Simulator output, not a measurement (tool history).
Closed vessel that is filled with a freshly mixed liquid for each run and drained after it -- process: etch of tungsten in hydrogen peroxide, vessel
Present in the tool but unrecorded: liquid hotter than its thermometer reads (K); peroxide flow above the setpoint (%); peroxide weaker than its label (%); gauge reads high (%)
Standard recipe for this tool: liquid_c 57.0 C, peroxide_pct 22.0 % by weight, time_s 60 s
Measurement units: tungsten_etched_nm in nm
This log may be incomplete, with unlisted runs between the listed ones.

| run | day | liquid_c | peroxide_pct | time_s | wafers since the last listed run | hours since the thermometer was replaced | hours since the peroxide flow meter was replaced | hours since the drum of peroxide was connected | hours since the gauge calibration | read-back film thickness of the tungsten reference wafer, read on the same gauge (nm) | tungsten_etched_nm |
|---|---|---|---|---|---|---|---|---|---|---|---|
| 1 | 0.000 | 57.0 | 22.0 | 60 | 0 | 289.0 | 1781.7 | 852.1 | 258.7 | 69.99 | 80.81 |
| 2 | 1.771 | 57.0 | 22.0 | 60 | 4909 | 331.5 | 1824.2 | 894.6 | 301.2 | 69.99 | 82.18 |
| 3 | 4.392 | 57.0 | 22.0 | 60 | 7265 | 394.4 | 1887.1 | 957.5 | 364.1 | 70.01 | 82.48 |
| 4 | 5.721 | 63.0 | 22.0 | 60 | 3684 | 426.3 | 1919.0 | 989.4 | 396.0 | 69.98 | 115.56 |
| 5 | 8.529 | 63.0 | 22.0 | 60 | 7785 | 493.7 | 1986.4 | 1056.8 | 463.4 | 70.02 | 115.22 |
| 6 | 10.892 | 63.0 | 22.0 | 60 | 6549 | 550.4 | 2043.1 | 1113.5 | 520.1 | 70.00 | 114.01 |
| 7 | 13.196 | 57.0 | 22.0 | 60 | 6387 | 605.7 | 2098.4 | 1168.8 | 575.4 | 69.98 | 82.08 |
| 8 | 15.825 | 57.0 | 24.0 | 60 | 7288 | 668.8 | 2161.5 | 1231.9 | 638.5 | 69.99 | 85.64 |
|  | 17.079 | thermometer replaced |
| 9 | 17.100 | 48.5 | 28.0 | 85 | 3419 | 0.5 | 2192.1 | 1262.5 | 669.1 | 69.99 | 79.06 |
| 10 | 18.175 | 63.0 | 22.0 | 60 | 2980 | 26.3 | 2217.9 | 1288.3 | 694.9 | 70.01 | 115.60 |
|  | 19.325 | peroxide flow meter replaced |
|  | 19.383 | new drum of peroxide connected |
| 11 | 19.521 | 52.0 | 22.0 | 60 | 3499 | 58.6 | 4.7 | 3.3 | 727.2 | 69.99 | 60.96 |
|  | 20.792 | gauge calibrated |
| 12 | 21.658 | 65.0 | 16.5 | 60 | 5925 | 109.9 | 56.0 | 54.6 | 20.8 | 70.00 | 112.33 |
| 13 | 23.733 | 57.0 | 22.0 | 60 | 5752 | 159.7 | 105.8 | 104.4 | 70.6 | 69.98 | 80.22 |
| 14 | 26.400 | 61.5 | 26.5 | 50 | 7392 | 223.7 | 169.8 | 168.4 | 134.6 | 70.00 | 96.13 |
| 15 | 29.000 | 57.0 | 22.0 | 60 | 7207 | 286.1 | 232.2 | 230.8 | 197.0 | 70.01 | 82.98 |

Consider 4 possible next runs. They are alternatives, not a sequence: every one starts from the tool as it was left by run 15. What does each give?
| A | 29.029 | 57.0 | 22.0 | 60 | 80 | 286.8 | 232.9 | 231.5 | 197.7 | ? | ? |
| B | 29.029 | 53.0 | 17.5 | 60 | 80 | 286.8 | 232.9 | 231.5 | 197.7 | ? | ? |
| C | 29.029 | 54.0 | 22.0 | 60 | 80 | 286.8 | 232.9 | 231.5 | 197.7 | ? | ? |
| D | 29.029 | 57.0 | 28.0 | 60 | 80 | 286.8 | 232.9 | 231.5 | 197.7 | ? | ? |

| run | read-back film thickness of the tungsten reference wafer, read on the same gauge (nm) | tungsten_etched_nm |
|---|---|---|
| A | 69.99 | 80.85 |
| B | 69.99 | 56.89 |
| C | 69.99 | 67.72 |
| D | 69.99 | 91.21 |
With no hidden state in the tool, these same runs would have given:
| run | tungsten_etched_nm |
|---|---|
| A | 80.85 |
| B | 56.89 |
| C | 67.72 |
| D | 91.21 |
